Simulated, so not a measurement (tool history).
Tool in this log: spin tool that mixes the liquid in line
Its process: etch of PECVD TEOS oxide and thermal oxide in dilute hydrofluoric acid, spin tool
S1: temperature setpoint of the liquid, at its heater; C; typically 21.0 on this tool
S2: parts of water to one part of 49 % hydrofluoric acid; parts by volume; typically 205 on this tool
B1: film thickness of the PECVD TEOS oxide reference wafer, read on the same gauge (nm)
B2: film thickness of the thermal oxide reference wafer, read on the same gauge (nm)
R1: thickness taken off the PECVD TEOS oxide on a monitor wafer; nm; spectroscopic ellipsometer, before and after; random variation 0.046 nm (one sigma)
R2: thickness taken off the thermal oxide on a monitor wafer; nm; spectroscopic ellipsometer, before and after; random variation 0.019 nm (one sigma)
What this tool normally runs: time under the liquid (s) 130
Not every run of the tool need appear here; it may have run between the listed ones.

{"run": 1, "day": 0.0, "S1": 21.0, "S2": 205, "time under the liquid (s)": 70, "B1": 150.0, "B2": 69.977, "R1": 5.87, "R2": 1.269}
{"run": 2, "day": 0.558, "S1": 21.0, "S2": 205, "time under the liquid (s)": 70, "B1": 149.99, "B2": 69.991, "R1": 5.84, "R2": 1.26}
{"run": 3, "day": 1.233, "S1": 21.0, "S2": 205, "time under the liquid (s)": 130, "B1": 150.01, "B2": 69.949, "R1": 10.82, "R2": 2.338}
{"run": 4, "day": 2.404, "S1": 21.0, "S2": 205, "time under the liquid (s)": 130, "B1": 150.02, "B2": 70.044, "R1": 10.81, "R2": 2.355}
{"run": 5, "day": 3.662, "S1": 21.0, "S2": 205, "time under the liquid (s)": 180, "B1": 150.02, "B2": 70.011, "R1": 14.89, "R2": 3.279}
{"run": 6, "day": 5.096, "S1": 21.0, "S2": 205, "time under the liquid (s)": 180, "B1": 150.0, "B2": 69.999, "R1": 14.89, "R2": 3.284}
{"run": 7, "day": 5.808, "S1": 21.0, "S2": 205, "time under the liquid (s)": 90, "B1": 150.0, "B2": 69.995, "R1": 7.41, "R2": 1.598}
{"run": 8, "day": 6.758, "S1": 21.0, "S2": 205, "time under the liquid (s)": 90, "B1": 150.01, "B2": 69.995, "R1": 7.38, "R2": 1.631}
{"run": 9, "day": 8.021, "S1": 21.0, "S2": 165, "time under the liquid (s)": 130, "B1": 150.01, "B2": 69.971, "R1": 13.84, "R2": 3.034}
{"run": 10, "day": 8.542, "S1": 21.0, "S2": 165, "time under the liquid (s)": 130, "B1": 149.99, "B2": 69.983, "R1": 13.84, "R2": 2.996}
{"run": 11, "day": 9.488, "S1": 21.0, "S2": 165, "time under the liquid (s)": 130, "B1": 150.0, "B2": 69.987, "R1": 13.82, "R2": 2.986}
{"run": 12, "day": 10.562, "S1": 21.0, "S2": 270, "time under the liquid (s)": 130, "B1": 150.0, "B2": 70.006, "R1": 7.59, "R2": 1.646}
{"day": 10.612, "done": "gauge calibrated"}
{"run": 13, "day": 12.025, "S1": 23.5, "S2": 280, "time under the liquid (s)": 175, "B1": 149.99, "B2": 70.023, "R1": 10.65, "R2": 2.316}
{"run": 14, "day": 13.508, "S1": 18.5, "S2": 205, "time under the liquid (s)": 130, "B1": 150.0, "B2": 69.97, "R1": 9.66, "R2": 2.097}
{"run": 15, "day": 14.183, "S1": 19.0, "S2": 130, "time under the liquid (s)": 130, "B1": 149.99, "B2": 70.047, "R1": 16.75, "R2": 3.628}
{"run": 16, "day": 15.612, "S1": 21.0, "S2": 205, "time under the liquid (s)": 130, "B1": 150.0, "B2": 69.947, "R1": 10.59, "R2": 2.282}
{"run": 17, "day": 16.183, "S1": 21.0, "S2": 205, "time under the liquid (s)": 180, "B1": 149.98, "B2": 70.021, "R1": 14.59, "R2": 3.227}
{"day": 17.546, "done": "hydrofluoric acid flow meter replaced"}
{"run": 18, "day": 17.629, "S1": 24.0, "S2": 205, "time under the liquid (s)": 130, "B1": 150.0, "B2": 69.979, "R1": 11.74, "R2": 2.566}
{"run": 19, "day": 18.758, "S1": 21.0, "S2": 205, "time under the liquid (s)": 130, "B1": 150.0, "B2": 69.984, "R1": 10.58, "R2": 2.32}
{"run": 20, "day": 19.983, "S1": 21.0, "S2": 205, "time under the liquid (s)": 130, "B1": 149.99, "B2": 70.021, "R1": 10.49, "R2": 2.302}
{"run": 21, "day": 21.233, "S1": 17.0, "S2": 205, "time under the liquid (s)": 105, "B1": 149.99, "B2": 70.051, "R1": 7.25, "R2": 1.585}
{"day": 22.15, "done": "thermometer replaced"}
{"run": 22, "day": 22.171, "S1": 21.0, "S2": 300, "time under the liquid (s)": 130, "B1": 149.98, "B2": 69.98, "R1": 6.84, "R2": 1.479}
{"run": 23, "day": 23.296, "S1": 21.0, "S2": 205, "time under the liquid (s)": 130, "B1": 150.0, "B2": 69.985, "R1": 10.97, "R2": 2.38}
{"run": 24, "day": 24.504, "S1": 24.0, "S2": 165, "time under the liquid (s)": 165, "B1": 149.99, "B2": 70.028, "R1": 20.11, "R2": 4.465}
{"run": 25, "day": 25.517, "S1": 21.0, "S2": 205, "time under the liquid (s)": 190, "B1": 150.0, "B2": 70.034, "R1": 15.93, "R2": 3.529}
{"run": 26, "day": 27.738, "S1": 21.0, "S2": 110, "time under the liquid (s)": 130, "B1": 150.01, "B2": 70.023, "R1": 22.24, "R2": 4.853}
{"run": 27, "day": 28.875, "S1": 21.0, "S2": 205, "time under the liquid (s)": 130, "B1": 150.01, "B2": 69.997, "R1": 10.93, "R2": 2.336}

Predict each of these 3 candidate next runs independently; none follows another, all start after run 27:
{"run": "A", "day": 28.896, "S1": 21.0, "S2": 120, "time under the liquid (s)": 130, "B1": "?", "B2": "?", "R1": "?", "R2": "?"}
{"run": "B", "day": 28.896, "S1": 17.0, "S2": 205, "time under the liquid (s)": 165, "B1": "?", "B2": "?", "R1": "?", "R2": "?"}
{"run": "C", "day": 28.896, "S1": 21.0, "S2": 235, "time under the liquid (s)": 110, "B1": "?", "B2": "?", "R1": "?", "R2": "?"}

run=A B1=150.00 B2=70.032 R1=20.31 R2=4.409
run=B B1=150.00 B2=70.032 R1=11.81 R2=2.564
run=C B1=150.00 B2=70.032 R1=7.80 R2=1.693
With the hidden condition removed and each run's random variation left untouched, the same runs would have given:
run=A R1=20.58 R2=4.468
run=B R1=11.97 R2=2.598
run=C R1=7.89 R2=1.714
